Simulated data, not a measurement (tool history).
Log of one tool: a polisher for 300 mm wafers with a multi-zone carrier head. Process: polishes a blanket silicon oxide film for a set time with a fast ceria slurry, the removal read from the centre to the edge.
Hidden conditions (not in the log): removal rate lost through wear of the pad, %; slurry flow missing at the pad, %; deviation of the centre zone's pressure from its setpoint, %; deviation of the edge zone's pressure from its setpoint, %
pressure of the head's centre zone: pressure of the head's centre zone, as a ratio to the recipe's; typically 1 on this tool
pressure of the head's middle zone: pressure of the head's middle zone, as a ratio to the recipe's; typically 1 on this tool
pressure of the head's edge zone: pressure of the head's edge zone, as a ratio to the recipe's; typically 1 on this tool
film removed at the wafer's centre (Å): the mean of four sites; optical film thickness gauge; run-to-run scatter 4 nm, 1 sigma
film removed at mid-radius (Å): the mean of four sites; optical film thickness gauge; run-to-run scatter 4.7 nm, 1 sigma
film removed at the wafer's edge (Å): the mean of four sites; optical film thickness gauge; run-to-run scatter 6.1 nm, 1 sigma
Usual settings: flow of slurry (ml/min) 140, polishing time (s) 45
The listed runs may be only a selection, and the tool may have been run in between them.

run	hour	flow of slurry (ml/min)	pressure of the head's centre zone	pressure of the head's middle zone	pressure of the head's edge zone	polishing time (s)	wafers since the last listed run	wafers polished on this pad	hours since the slurry nozzle was cleaned	hours since the centre zone pressure was calibrated	hours since the edge zone pressure was calibrated	hours since the carrier head's membrane was replaced	incoming thickness of the incoming film, nm	film removed at the wafer's centre (Å)	film removed at mid-radius (Å)	film removed at the wafer's edge (Å)
1	0	140	1.1	1	1	45	0	222	146.9	652.3	1380.8	1730.5	1560.2	5654	5063	5123
2	16.6	140	1.1	1	1	45	127	350	163.5	668.9	1397.4	1747.1	1555.6	5643	5104	5056
3	47.4	140	1.1	1	1	45	236	587	194.3	699.7	1428.2	1777.9	1580.4	5632	4954	5010
4	53.9	140	1	1	1	45	49	637	200.8	706.2	1434.7	1784.4	1575.1	5023	5045	5012
# hour 63.8: worn pad replaced by a new one
5	64.3	140	1.04	1	1	45	49	4	211.2	716.6	1445.1	1794.8	1566.9	5191	4923	5037
6	68	140	1.04	1	1	45	28	32	214.9	720.3	1448.8	1798.5	1553.6	5278	5019	5033
# hour 79.2: carrier head's membrane replaced by a new one
7	82.4	140	1	1	1	57	72	104	229.3	734.7	1463.2	3.2	1566.6	6294	6249	6422
# hour 95.1: edge zone pressure recalibrated
8	97.5	140	1	1	1	57	100	205	244.4	749.8	2.4	18.3	1559.9	6389	6271	6324
9	106.1	140	1	1	1	45	66	271	253	758.4	11	26.9	1548.9	4888	4922	5049
# hour 112.1: centre zone pressure recalibrated
# hour 115.9: slurry nozzle cleaned
10	121.7	140	1	1	1	45	96	368	5.8	9.6	26.6	42.5	1598.9	5350	5269	5217
11	136.4	140	1	1.05	1	58	113	481	20.5	24.3	41.3	57.2	1571.6	6862	7088	6720
12	149.4	140	1.04	1	1	36	99	581	33.5	37.3	54.3	70.2	1553.9	4452	4183	4103
13	158.1	140	1	1.03	1	45	66	648	42.2	46	63	78.9	1598	5321	5354	5237
# hour 170.9: worn pad replaced by a new one
14	183.9	90	1	1	1.06	45	167	99	68	71.8	88.8	104.7	1566.3	4524	4445	4831
15	196.6	140	1.1	1	0.96	45	97	197	80.7	84.5	101.5	117.4	1568.1	5784	5116	5114
16	203.6	160	1.08	1	1	45	53	251	87.7	91.5	108.5	124.4	1550.6	5974	5409	5229
17	211	140	1	1	1	45	56	308	95.1	98.9	115.9	131.8	1561.3	5217	5114	5111

5 options for the next run, each taken on its own from the tool as it stands now. Forecast them:
A	211.4	140	1	1	1	45	3	311	95.5	99.3	116.3	132.2	1559.9	?	?	?
B	211.4	120	1	1.09	0.92	45	3	311	95.5	99.3	116.3	132.2	1559.9	?	?	?
C	211.4	140	1	1	1	58	3	311	95.5	99.3	116.3	132.2	1559.9	?	?	?
D	211.4	140	1	1.04	1	31	3	311	95.5	99.3	116.3	132.2	1559.9	?	?	?
E	211.4	140	1.07	1	1	45	3	311	95.5	99.3	116.3	132.2	1559.9	?	?	?

run	film removed at the wafer's centre (Å)	film removed at mid-radius (Å)	film removed at the wafer's edge (Å)
A	5264	5257	5171
B	5022	5349	4826
C	6785	6775	6665
D	3627	3719	3561
E	5635	5255	5171
Had the tool no hidden state, the same runs would have come out as:
run	film removed at the wafer's centre (Å)	film removed at mid-radius (Å)	film removed at the wafer's edge (Å)
A	5397	5373	5252
B	5173	5488	4912
C	6956	6925	6769
D	3719	3801	3617
E	5778	5371	5252

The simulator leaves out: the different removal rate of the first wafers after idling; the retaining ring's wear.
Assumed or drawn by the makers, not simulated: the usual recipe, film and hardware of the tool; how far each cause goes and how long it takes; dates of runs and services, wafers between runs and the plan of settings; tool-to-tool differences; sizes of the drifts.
